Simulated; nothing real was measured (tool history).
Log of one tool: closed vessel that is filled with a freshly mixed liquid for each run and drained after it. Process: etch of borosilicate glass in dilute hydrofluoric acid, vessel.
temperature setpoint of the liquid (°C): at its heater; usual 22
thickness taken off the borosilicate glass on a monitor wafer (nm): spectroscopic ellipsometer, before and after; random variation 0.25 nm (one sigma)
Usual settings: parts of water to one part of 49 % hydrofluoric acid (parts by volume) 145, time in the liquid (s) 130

run,day,temperature setpoint of the liquid (°C),parts of water to one part of 49 % hydrofluoric acid (parts by volume),time in the liquid (s),wafers since the last listed run,hours since the thermometer was replaced,hours since the hydrofluoric acid flow meter was replaced,hours since the gauge calibration,"read-back film thickness of the borosilicate glass reference wafer, read on the same gauge (nm)",thickness taken off the borosilicate glass on a monitor wafer (nm)
1,0.000,22,95,130,0,831.1,1308.7,108.9,139.99,53.93
2,0.550,22,145,130,1660,844.3,1321.9,122.1,139.99,33.65
3,1.138,22,145,130,1773,858.4,1336.0,136.2,140.00,33.49
4,1.883,22,145,130,2251,876.3,1353.9,154.1,140.01,33.13
5,2.329,22,145,130,1345,887.0,1364.6,164.8,139.97,33.29
6,2.808,22,145,130,1446,898.5,1376.1,176.3,140.00,33.24
7,3.317,22,145,130,1534,910.7,1388.3,188.5,140.01,33.54
# day 3.458: gauge calibrated
8,3.683,22,145,130,1106,919.5,1397.1,5.4,140.01,33.81
9,4.283,22,145,130,1811,933.9,1411.5,19.8,140.02,33.91
10,6.308,22,145,130,6113,982.5,1460.1,68.4,140.00,33.50
# day 6.788: thermometer replaced
11,7.021,22,145,130,2025,5.6,1477.2,85.5,139.99,29.94
12,8.533,20,145,70,4566,41.9,1513.5,121.8,140.01,15.19
13,8.979,22,105,130,1345,52.6,1524.2,132.5,139.99,44.69
14,9.692,22,145,130,2151,69.7,1541.3,149.6,140.02,30.26
# day 10.158: hydrofluoric acid flow meter replaced
15,10.338,26,185,185,1823,85.2,4.3,165.1,140.03,42.14
16,12.246,27,190,105,5761,131.0,50.1,210.9,140.01,24.44

Forecast run 17:
17,12.554,22,145,130,930,138.4,57.5,218.3,?,?

Run 17 gave read-back film thickness of the borosilicate glass reference wafer, read on the same gauge (nm) 140.03, thickness taken off the borosilicate glass on a monitor wafer (nm) 34.48.
Without the tool's hidden state the same run would have given thickness taken off the borosilicate glass on a monitor wafer (nm) 34.75.
